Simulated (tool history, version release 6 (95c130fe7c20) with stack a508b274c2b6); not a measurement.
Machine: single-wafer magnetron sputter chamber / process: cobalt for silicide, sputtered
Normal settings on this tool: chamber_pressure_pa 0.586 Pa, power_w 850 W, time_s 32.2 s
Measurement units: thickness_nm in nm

run	day	chamber_pressure_pa	power_w	time_s	wafers since the last listed run	wafers on the sputter target	hours since the last manometer calibration	hours since the magnet pack was replaced	hours since the gauge calibration	read-back reference wafer on the same gauge, thickness_nm	thickness_nm
1	0	0.586	950	32.2	0	7060	781.3	6824.7	394.8	11.284	13.136
# day 1.733: sputter target and shields replaced
2	4.442	0.586	850	32.2	1699	1120	887.9	6931.3	501.4	11.292	12.305
3	8.483	0.586	850	32.2	1672	2793	984.9	7028.3	598.4	11.275	12.28
4	12.092	0.586	850	32.2	1492	4286	1071.5	7114.9	685	11.29	12.148
5	15.229	0.734	850	32.2	1298	5584	1146.8	7190.2	760.3	11.303	11.227
6	19.208	0.734	850	32.2	1646	7230	1242.3	7285.7	855.8	11.289	11.221
# day 22.404: sputter target and shields replaced
7	23.304	0.734	850	32.2	1556	371	1340.6	7384	954.1	11.315	11.334
8	25.829	0.586	700	32.2	1044	1416	1401.2	7444.6	1014.7	11.306	10.341
9	28.05	0.586	700	32.2	918	2335	1454.5	7497.9	1068	11.297	10.241
10	31.592	0.586	850	32.2	1465	3800	1539.5	7582.9	1153	11.299	12.097
# day 32.75: gauge calibrated
11	34.329	0.586	850	36.2	1132	4933	1605.2	7648.6	37.9	11.297	13.48
# day 35.475: magnet pack replaced
# day 42.846: sputter target and shields replaced
12	46.517	0.586	850	36.2	4766	1519	1897.7	265	330.4	11.302	13.46
13	49.167	0.586	750	26.7	1096	2615	1961.3	328.6	394	11.296	8.936
14	53.567	0.401	850	35.9	1820	4436	2066.9	434.2	499.6	11.288	14.722
15	57.417	0.369	750	32.2	1592	6029	2159.3	526.6	592	11.301	11.943
16	61.088	0.586	850	32.2	1518	7547	2247.4	614.7	680.1	11.296	11.748
# day 62.096: sputter target and shields replaced
17	62.746	0.365	1000	34.9	548	268	2287.2	654.5	719.9	11.32	16.891
18	66.154	0.401	1000	38.6	1410	1678	2369	736.3	801.7	11.312	18.456
19	68.979	0.812	1050	27.7	1168	2847	2436.8	804.1	869.5	11.301	10.975
# day 72.283: capacitance manometer re-zeroed and calibrated
20	73.108	0.736	850	32.2	1570	4417	19.8	903.2	968.6	11.299	11.362
21	80.25	0.383	850	26.5	2954	7372	191.2	1074.6	1140	11.316	10.945
# day 82.1: sputter target and shields replaced
22	83.733	0.586	850	32.2	1303	676	274.8	1158.2	1223.6	11.312	12.213
23	87.525	0.586	850	32.2	1568	2245	365.8	1249.2	1314.6	11.31	12.177
# day 87.712: gauge calibrated
24	90.688	0.586	1050	27	1308	3553	441.7	1325.1	71.4	11.305	12.249

5 options for the next run, each taken on its own from the tool as it stands now. Forecast them:
A	90.704	0.586	1000	32.2	6	3560	442.1	1325.5	71.8	?	?
B	90.704	0.494	650	30.1	6	3560	442.1	1325.5	71.8	?	?
C	90.704	0.676	650	32.2	6	3560	442.1	1325.5	71.8	?	?
D	90.704	0.586	950	25.9	6	3560	442.1	1325.5	71.8	?	?
E	90.704	0.674	1000	38.5	6	3560	442.1	1325.5	71.8	?	?

run	read-back reference wafer on the same gauge, thickness_nm	thickness_nm
A	11.31	14.012
B	11.31	9.532
C	11.31	9.343
D	11.31	10.781
E	11.31	16.065
Take away the tool's hidden state, keep each run's random variation, and the runs would have read:
run	thickness_nm
A	14.129
B	9.609
C	9.425
D	10.871
E	16.205

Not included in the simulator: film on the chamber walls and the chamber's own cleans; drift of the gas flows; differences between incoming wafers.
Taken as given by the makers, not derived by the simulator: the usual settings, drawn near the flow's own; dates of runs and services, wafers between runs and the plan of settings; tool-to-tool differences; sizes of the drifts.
